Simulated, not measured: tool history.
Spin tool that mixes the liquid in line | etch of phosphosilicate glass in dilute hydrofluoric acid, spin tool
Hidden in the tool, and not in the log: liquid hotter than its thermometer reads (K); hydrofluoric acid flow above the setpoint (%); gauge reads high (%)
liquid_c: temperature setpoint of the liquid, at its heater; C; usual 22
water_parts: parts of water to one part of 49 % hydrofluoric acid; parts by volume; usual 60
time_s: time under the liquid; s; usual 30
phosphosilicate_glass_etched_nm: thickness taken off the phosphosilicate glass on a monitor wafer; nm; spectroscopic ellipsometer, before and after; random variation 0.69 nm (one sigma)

| run | day | liquid_c | water_parts | time_s | wafers since the last listed run | hours since the thermometer was replaced | hours since the hydrofluoric acid flow meter was replaced | hours since the gauge calibration | read-back film thickness of the phosphosilicate glass reference wafer, read on the same gauge (nm) | phosphosilicate_glass_etched_nm |
|---|---|---|---|---|---|---|---|---|---|---|
| 1 | 0 | 22 | 60 | 40 | 0 | 345.6 | 711.9 | 685.2 | 60 | 137.74 |
| 2 | 0.688 | 22 | 60 | 40 | 247 | 362.1 | 728.4 | 701.7 | 60.02 | 138.27 |
| 3 | 0.954 | 22 | 60 | 30 | 96 | 368.5 | 734.8 | 708.1 | 60.01 | 103.09 |
| 4 | 1.646 | 22 | 60 | 30 | 249 | 385.1 | 751.4 | 724.7 | 60 | 104.06 |
|  | 1.946 | gauge calibrated |
| 5 | 2.383 | 22 | 85 | 30 | 265 | 402.8 | 769.1 | 10.5 | 59.99 | 71.2 |
| 6 | 3.996 | 22 | 85 | 30 | 581 | 441.5 | 807.8 | 49.2 | 60.01 | 71.96 |
| 7 | 4.6 | 22 | 60 | 30 | 217 | 456 | 822.3 | 63.7 | 60.03 | 104.03 |
| 8 | 4.975 | 22 | 60 | 30 | 135 | 465 | 831.3 | 72.7 | 60.02 | 105.26 |
| 9 | 5.592 | 22 | 50 | 30 | 222 | 479.8 | 846.1 | 87.5 | 59.98 | 127.86 |
| 10 | 6.025 | 22 | 60 | 30 | 156 | 490.2 | 856.5 | 97.9 | 59.98 | 105.37 |
| 11 | 6.721 | 22 | 60 | 30 | 250 | 506.9 | 873.2 | 114.6 | 59.98 | 104.82 |
| 12 | 7.533 | 22 | 60 | 30 | 292 | 526.4 | 892.7 | 134.1 | 59.98 | 105.42 |
| 13 | 7.946 | 19.5 | 70 | 40 | 148 | 536.3 | 902.6 | 144 | 60.01 | 107.65 |
| 14 | 8.358 | 22 | 60 | 30 | 148 | 546.2 | 912.5 | 153.9 | 59.97 | 105.26 |
|  | 8.646 | thermometer replaced |
| 15 | 8.667 | 22 | 60 | 30 | 96 | 0.5 | 919.9 | 161.3 | 60 | 100.06 |
|  | 8.767 | hydrofluoric acid flow meter replaced |
| 16 | 9.167 | 20.5 | 75 | 30 | 165 | 12.5 | 9.6 | 173.3 | 60 | 73.86 |
| 17 | 10.196 | 24.5 | 35 | 30 | 370 | 37.2 | 34.3 | 198 | 60.01 | 197.25 |
| 18 | 10.462 | 25.5 | 60 | 20 | 96 | 43.6 | 40.7 | 204.4 | 60.03 | 76.37 |
| 19 | 11.05 | 23.5 | 60 | 30 | 211 | 57.7 | 54.8 | 218.5 | 60.04 | 105.27 |
| 20 | 11.421 | 22 | 60 | 30 | 133 | 66.6 | 63.7 | 227.4 | 59.98 | 100.15 |
| 21 | 11.871 | 22 | 60 | 30 | 162 | 77.4 | 74.5 | 238.2 | 59.98 | 100.14 |
| 22 | 12.433 | 22 | 60 | 30 | 202 | 90.9 | 88 | 251.7 | 59.99 | 100.45 |
| 23 | 12.717 | 20 | 60 | 30 | 102 | 97.7 | 94.8 | 258.5 | 59.99 | 91.61 |
| 24 | 13.079 | 26.5 | 30 | 20 | 130 | 106.4 | 103.5 | 267.2 | 60.02 | 167.76 |
| 25 | 13.675 | 22 | 80 | 20 | 214 | 120.7 | 117.8 | 281.5 | 60.03 | 48.85 |
| 26 | 14.35 | 18.5 | 45 | 30 | 243 | 136.9 | 134 | 297.7 | 59.99 | 118.03 |
| 27 | 16.175 | 19 | 60 | 45 | 657 | 180.7 | 177.8 | 341.5 | 60.02 | 133.04 |
| 28 | 16.896 | 19 | 45 | 20 | 259 | 198 | 195.1 | 358.8 | 60 | 80.82 |
| 29 | 17.296 | 22 | 60 | 30 | 144 | 207.6 | 204.7 | 368.4 | 60 | 101.21 |
| 30 | 17.85 | 26 | 60 | 30 | 199 | 220.9 | 218 | 381.7 | 60.02 | 119.5 |
| 31 | 18.454 | 22 | 60 | 30 | 217 | 235.4 | 232.5 | 396.2 | 59.96 | 102.42 |
| 32 | 19.862 | 23.5 | 70 | 20 | 507 | 269.2 | 266.3 | 430 | 60.03 | 61.2 |
| 33 | 20.183 | 22 | 35 | 45 | 115 | 276.9 | 274 | 437.7 | 60 | 273 |

What the log doesn't show, run by run:
hydrofluoric acid flow above the setpoint (%): 0 in every run
gauge reads high (%): 0 in every run
H1: liquid hotter than its thermometer reads (K)
| run | H1 |
|---|---|
| 1 | 1.21 |
| 2 | 1.26 |
| 3 | 1.28 |
| 4 | 1.34 |
| 5 | 1.39 |
| 6 | 1.52 |
| 7 | 1.56 |
| 8 | 1.59 |
| 9 | 1.64 |
| 10 | 1.67 |
| 11 | 1.73 |
| 12 | 1.79 |
| 13 | 1.82 |
| 14 | 1.85 |
| 15 | 0.226 |
| 16 | 0.264 |
| 17 | 0.344 |
| 18 | 0.364 |
| 19 | 0.41 |
| 20 | 0.438 |
| 21 | 0.473 |
| 22 | 0.516 |
| 23 | 0.538 |
| 24 | 0.566 |
| 25 | 0.612 |
| 26 | 0.664 |
| 27 | 0.805 |
| 28 | 0.861 |
| 29 | 0.891 |
| 30 | 0.934 |
| 31 | 0.981 |
| 32 | 1.09 |
| 33 | 1.11 |

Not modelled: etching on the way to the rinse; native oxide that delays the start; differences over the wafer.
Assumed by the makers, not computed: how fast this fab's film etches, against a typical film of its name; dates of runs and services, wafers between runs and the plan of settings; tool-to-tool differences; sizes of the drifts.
